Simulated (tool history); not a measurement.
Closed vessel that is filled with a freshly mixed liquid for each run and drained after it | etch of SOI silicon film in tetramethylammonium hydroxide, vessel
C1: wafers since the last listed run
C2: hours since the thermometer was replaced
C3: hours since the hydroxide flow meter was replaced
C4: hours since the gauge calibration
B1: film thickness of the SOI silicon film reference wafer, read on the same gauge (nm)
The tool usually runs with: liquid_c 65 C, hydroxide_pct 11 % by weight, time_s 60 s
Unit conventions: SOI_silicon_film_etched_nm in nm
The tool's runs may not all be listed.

{"run": 1, "hour": 0.0, "liquid_c": 61, "hydroxide_pct": 12, "time_s": 60, "C1": 0, "C2": 1797.2, "C3": 1322.2, "C4": 28.6, "B1": 90.02, "SOI_silicon_film_etched_nm": 239.62}
{"run": 2, "hour": 10.1, "liquid_c": 65, "hydroxide_pct": 11, "time_s": 60, "C1": 1354, "C2": 1807.3, "C3": 1332.3, "C4": 38.7, "B1": 89.99, "SOI_silicon_film_etched_nm": 316.08}
{"run": 3, "hour": 23.5, "liquid_c": 65, "hydroxide_pct": 11, "time_s": 60, "C1": 1797, "C2": 1820.7, "C3": 1345.7, "C4": 52.1, "B1": 90.01, "SOI_silicon_film_etched_nm": 316.15}
{"run": 4, "hour": 36.3, "liquid_c": 65, "hydroxide_pct": 11, "time_s": 60, "C1": 1717, "C2": 1833.5, "C3": 1358.5, "C4": 64.9, "B1": 90.01, "SOI_silicon_film_etched_nm": 312.64}
{"run": 5, "hour": 43.4, "liquid_c": 65, "hydroxide_pct": 11, "time_s": 60, "C1": 952, "C2": 1840.6, "C3": 1365.6, "C4": 72, "B1": 90.04, "SOI_silicon_film_etched_nm": 312.08}
{"run": 6, "hour": 54.1, "liquid_c": 65, "hydroxide_pct": 11, "time_s": 60, "C1": 1435, "C2": 1851.3, "C3": 1376.3, "C4": 82.7, "B1": 90, "SOI_silicon_film_etched_nm": 314.36}
{"run": 7, "hour": 67.9, "liquid_c": 69, "hydroxide_pct": 11, "time_s": 60, "C1": 1851, "C2": 1865.1, "C3": 1390.1, "C4": 96.5, "B1": 89.98, "SOI_silicon_film_etched_nm": 400.65}
{"run": 8, "hour": 74.5, "liquid_c": 69, "hydroxide_pct": 11, "time_s": 60, "C1": 885, "C2": 1871.7, "C3": 1396.7, "C4": 103.1, "B1": 90.01, "SOI_silicon_film_etched_nm": 400.72}
{"run": 9, "hour": 91.0, "liquid_c": 69, "hydroxide_pct": 11, "time_s": 60, "C1": 2213, "C2": 1888.2, "C3": 1413.2, "C4": 119.6, "B1": 90.02, "SOI_silicon_film_etched_nm": 399.38}
{"run": 10, "hour": 106.7, "liquid_c": 70, "hydroxide_pct": 11, "time_s": 60, "C1": 2106, "C2": 1903.9, "C3": 1428.9, "C4": 135.3, "B1": 90, "SOI_silicon_film_etched_nm": 422.52}
{"run": 11, "hour": 124.2, "liquid_c": 70, "hydroxide_pct": 11, "time_s": 60, "C1": 2347, "C2": 1921.4, "C3": 1446.4, "C4": 152.8, "B1": 90.01, "SOI_silicon_film_etched_nm": 424.26}
{"run": 12, "hour": 132.2, "liquid_c": 70, "hydroxide_pct": 11, "time_s": 60, "C1": 1073, "C2": 1929.4, "C3": 1454.4, "C4": 160.8, "B1": 89.99, "SOI_silicon_film_etched_nm": 426.69}
{"hour": 147.7, "done": "thermometer replaced"}
{"run": 13, "hour": 149.6, "liquid_c": 65, "hydroxide_pct": 11, "time_s": 60, "C1": 2199, "C2": 1.9, "C3": 1471.8, "C4": 178.2, "B1": 90, "SOI_silicon_film_etched_nm": 284.41}
{"hour": 151.7, "done": "hydroxide flow meter replaced"}
{"run": 14, "hour": 163.3, "liquid_c": 65, "hydroxide_pct": 10, "time_s": 60, "C1": 1703, "C2": 15.6, "C3": 11.6, "C4": 191.9, "B1": 90.02, "SOI_silicon_film_etched_nm": 292.75}
{"hour": 170.6, "done": "gauge calibrated"}
{"run": 15, "hour": 171.3, "liquid_c": 65, "hydroxide_pct": 11, "time_s": 80, "C1": 1073, "C2": 23.6, "C3": 19.6, "C4": 0.7, "B1": 90, "SOI_silicon_film_etched_nm": 381.7}
{"run": 16, "hour": 179.9, "liquid_c": 71.5, "hydroxide_pct": 11, "time_s": 60, "C1": 1153, "C2": 32.2, "C3": 28.2, "C4": 9.3, "B1": 90, "SOI_silicon_film_etched_nm": 422.85}

Run 17 has not been measured yet. What should we expect?
{"run": 17, "hour": 190.9, "liquid_c": 58, "hydroxide_pct": 13.5, "time_s": 40, "C1": 1475, "C2": 43.2, "C3": 39.2, "C4": 20.3, "B1": "?", "SOI_silicon_film_etched_nm": "?"}

B1: 89.99
SOI_silicon_film_etched_nm: 111.5 nm
On a tool with no hidden condition, and with the same random variation, this run would have come out at SOI_silicon_film_etched_nm 137.25 nm.
